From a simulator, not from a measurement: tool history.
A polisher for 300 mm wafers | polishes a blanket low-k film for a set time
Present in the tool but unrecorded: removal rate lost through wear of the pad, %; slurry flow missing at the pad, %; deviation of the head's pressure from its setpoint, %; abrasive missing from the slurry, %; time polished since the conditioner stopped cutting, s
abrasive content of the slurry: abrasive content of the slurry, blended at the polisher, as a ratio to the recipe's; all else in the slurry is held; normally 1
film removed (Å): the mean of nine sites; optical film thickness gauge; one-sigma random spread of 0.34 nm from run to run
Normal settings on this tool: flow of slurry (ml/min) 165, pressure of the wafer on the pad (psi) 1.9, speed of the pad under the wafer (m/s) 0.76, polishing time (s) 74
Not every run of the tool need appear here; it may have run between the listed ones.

run    day  flow of slurry (ml/min)  pressure of the wafer on the pad (psi)  speed of the pad under the wafer (m/s)  abrasive content of the slurry  polishing time (s)  wafers since the last listed run  wafers polished on this pad  hours since the slurry nozzle was cleaned  hours since the head pressure was calibrated  hours since the slurry blender was calibrated  hours since the conditioning disc was replaced  incoming thickness of the incoming film, nm  film removed (Å)
  1      0                      165                                     1.9                                    0.76                            0.85                  74                                 0                          315                                      547.5                                        1287.3                                           11.9                                             109                                        629.9               233
  2   0.45                      165                                     1.9                                    0.76                            0.85                  74                                56                          372                                      558.3                                        1298.1                                           22.7                                           119.8                                        619.9               237
  3  2.179                      165                                     1.9                                    0.76                               1                  74                               218                          591                                      599.8                                        1339.6                                           64.2                                           161.3                                        620.9               237
  4  2.783                      165                                     1.9                                    0.76                               1                  74                                76                          668                                      614.3                                        1354.1                                           78.7                                           175.8                                        631.3               238
     3.629  -- worn pad replaced by a new one
     3.654  -- head pressure recalibrated
  5  4.175                      165                                     1.9                                    0.76                               1                  74                               152                           66                                      647.7                                          12.5                                          112.1                                           209.2                                        639.1               230
  6   4.55                      165                                     1.9                                    0.76                               1                  74                                47                          113                                      656.7                                          21.5                                          121.1                                           218.2                                        629.9               232
  7  4.862                      165                                     1.9                                    0.76                               1                  74                                39                          153                                      664.2                                            29                                          128.6                                           225.7                                        629.8               235
     4.946  -- slurry nozzle cleaned
  8  5.512                      165                                     1.6                                    0.76                               1                  74                                76                          230                                       13.6                                          44.6                                          144.2                                           241.3                                        624.2               195
  9   5.95                      165                                     2.5                                    0.76                               1                  88                                55                          285                                       24.1                                          55.1                                          154.7                                           251.8                                        638.6               362
 10  6.296                      165                                     2.3                                    0.76                               1                  62                                43                          329                                       32.4                                          63.4                                            163                                           260.1                                        640.9               234
     6.604  -- slurry blender recalibrated
     6.671  -- conditioning disc replaced and pad reconditioned
 11  6.858                      165                                     1.6                                    0.58                               1                  93                                52                          381                                       45.9                                          76.9                                            6.1                                             4.5                                        632.3               222
 12  7.383                      165                                     1.6                                    0.76                               1                  67                                66                          447                                       58.5                                          89.5                                           18.7                                            17.1                                        631.5               188
 13  8.058                      130                                     1.9                                    0.76                               1                  74                                85                          533                                       74.7                                         105.7                                           34.9                                            33.3                                        627.9               238
 14  8.425                      165                                     2.4                                    0.76                            0.85                  74                                46                          579                                       83.5                                         114.5                                           43.7                                            42.1                                        631.6               291
 15  8.796                      165                                     1.9                                    0.76                               1                  74                                46                          626                                       92.4                                         123.4                                           52.6                                              51                                        633.2               244
 16  9.338                      165                                     1.6                                    0.58                               1                  93                                68                          695                                      105.4                                         136.4                                           65.6                                              64                                        625.7               207

What if the next run were any one of these 3? Each begins from the tool's condition after run 16:
  A  9.354                      165                                     1.9                                    0.76                               1                  74                                 2                          697                                      105.8                                         136.8                                             66                                            64.4                                        634.3                 ?
  B  9.354                      165                                     1.9                                    0.76                               1                  98                                 2                          697                                      105.8                                         136.8                                             66                                            64.4                                        634.3                 ?
  C  9.354                      210                                     1.9                                    0.76                               1                  51                                 2                          697                                      105.8                                         136.8                                             66                                            64.4                                        634.3                 ?

run  film removed (Å)
  A               246
  B               326
  C               173
Take away the tool's hidden state, keep each run's random variation, and the runs would have read:
run  film removed (Å)
  A               266
  B               353
  C               188

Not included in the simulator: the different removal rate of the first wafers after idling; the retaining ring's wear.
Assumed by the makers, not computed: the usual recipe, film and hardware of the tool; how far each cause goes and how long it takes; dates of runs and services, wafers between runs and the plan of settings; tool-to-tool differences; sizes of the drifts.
